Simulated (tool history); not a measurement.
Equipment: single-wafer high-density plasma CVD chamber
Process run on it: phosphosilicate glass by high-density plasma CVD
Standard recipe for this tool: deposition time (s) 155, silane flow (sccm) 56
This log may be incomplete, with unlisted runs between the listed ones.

run   hour  deposition time (s)  silane flow (sccm)  wafers since the last listed run  hours since the silane flow controller was replaced  hours since the gauge calibration  read-back reference wafer on the same gauge, thickness_nm  mean film thickness on the monitor wafer (angstrom)
  1      0                  170                  56                                 0                                               1784.4                              302.9                                                    856.214                                              8514.95
  2   13.6                  170                  56                               101                                                 1798                              316.5                                                     855.78                                              8468.91
  3     29                  170                  56                               114                                               1813.4                              331.9                                                    856.245                                              8478.42
  4   46.9                  155                  56                               133                                               1831.3                              349.8                                                    856.228                                              7686.28
  5   63.4                  155                  56                               122                                               1847.8                              366.3                                                    855.865                                              7728.05
  6   78.5                  155                  56                               112                                               1862.9                              381.4                                                    856.091                                              7726.08
  7   86.6                  155                  60                                60                                                 1871                              389.5                                                    856.168                                              8321.73
  8  103.2                  155                  56                               123                                               1887.6                              406.1                                                    856.097                                              7742.42
  9  119.8                  155                  56                               123                                               1904.2                              422.7                                                     855.94                                               7713.6
 10  131.9                  155                  56                                90                                               1916.3                              434.8                                                    856.092                                              7699.66
 11  143.8                  155                  56                                88                                               1928.2                              446.7                                                    855.536                                              7699.25
 12  189.6                  155                  56                               340                                                 1974                              492.5                                                    855.858                                              7708.44
 13  202.1                  155                  65                                93                                               1986.5                                505                                                    855.915                                              8929.87
 14    220                  155                  65                               133                                               2004.4                              522.9                                                    855.813                                              8923.62
 15    238                  155                  51                               134                                               2022.4                              540.9                                                    855.756                                              6981.91
 16  248.4                  171                  56                                77                                               2032.8                              551.3                                                    855.651                                              8501.14
 17  258.2                  171                  56                                72                                               2042.6                              561.1                                                    855.945                                              8428.65
 18  270.5                  155                  48                                91                                               2054.9                              573.4                                                    856.461                                              6583.54
 19  284.2                  155                  50                               101                                               2068.6                              587.1                                                     855.93                                              6833.66
 20  296.9                  155                  50                                94                                               2081.3                              599.8                                                    855.767                                              6877.55
 21  309.1                  138                  46                                90                                               2093.5                                612                                                     856.46                                               5605.4
 22  318.7                  170                  52                                71                                               2103.1                              621.6                                                    855.828                                              7785.92
     368.2  -- gauge calibrated
 23  370.5                  167                  47                               385                                               2154.9                                2.3                                                    856.083                                              6910.98
 24  377.6                  125                  52                                52                                                 2162                                9.4                                                    855.586                                               5712.3
 25  385.8                  165                  50                                61                                               2170.2                               17.6                                                    856.021                                              7264.48
 26  399.3                  155                  56                               100                                               2183.7                               31.1                                                     855.92                                              7635.01
 27  413.1                  155                  56                               102                                               2197.5                               44.9                                                    856.093                                              7621.96
 28  422.6                  155                  56                                70                                                 2207                               54.4                                                    855.911                                              7618.97
 29  457.7                  146                  63                               261                                               2242.1                               89.5                                                    855.863                                              8034.06
 30  465.1                  155                  56                                55                                               2249.5                               96.9                                                    856.125                                              7616.02
     482.6  -- silane flow controller replaced
 31  483.1                  164                  56                                74                                                  0.5                              114.9                                                     856.23                                              8445.01
 32  492.6                  142                  47                                70                                                   10                              124.4                                                    855.832                                               6152.1
 33  499.2                  144                  45                                49                                                 16.6                                131                                                    855.891                                              5948.28
 34  510.9                  136                  64                                87                                                 28.3                              142.7                                                    855.475                                              8014.08
 35  543.6                  143                  67                               243                                                   61                              175.4                                                    856.061                                              8812.98
 36  551.1                  155                  56                                55                                                 68.5                              182.9                                                    856.132                                              7982.57
 37  566.5                  182                  60                               114                                                 83.9                              198.3                                                    856.108                                             10031.32
 38  577.9                  182                  60                                84                                                 95.3                              209.7                                                    855.978                                             10047.66
 39  593.9                  168                  48                               119                                                111.3                              225.7                                                     856.14                                              7432.58
 40  607.8                  155                  56                               103                                                125.2                              239.6                                                    855.976                                              8013.89

Measured less the same run without the tool's hidden state. The same run-to-run variation is in both; the gauge's scatter may not be:
The tool's hidden condition here consists of: delivered silane flow above the setpoint (%); gauge reads high (%).
run  mean film thickness on the monitor wafer (angstrom)
  1                                              -245.82
  2                                              -248.31
  3                                              -252.97
  4                                              -233.99
  5                                              -239.62
  6                                              -243.59
  7                                              -264.72
  8                                              -250.79
  9                                              -254.39
 10                                              -257.26
 11                                              -260.54
 12                                              -273.75
 13                                              -321.28
 14                                              -327.04
 15                                              -260.65
 16                                              -320.74
 17                                              -321.18
 18                                                 -254
 19                                               -267.3
 20                                              -272.45
 21                                              -224.75
 22                                              -315.15
 23                                               -294.2
 24                                              -244.84
 25                                              -313.83
 26                                              -334.12
 27                                              -337.93
 28                                              -340.85
 29                                              -371.43
 30                                              -354.52
 31                                                 -0.4
 32                                                -0.29
 33                                                -0.29
 34                                                -0.43
 35                                                 -0.7
 36                                                 -0.7
 37                                                -1.08
 38                                                -1.27
 39                                                -1.15
 40                                                -1.48

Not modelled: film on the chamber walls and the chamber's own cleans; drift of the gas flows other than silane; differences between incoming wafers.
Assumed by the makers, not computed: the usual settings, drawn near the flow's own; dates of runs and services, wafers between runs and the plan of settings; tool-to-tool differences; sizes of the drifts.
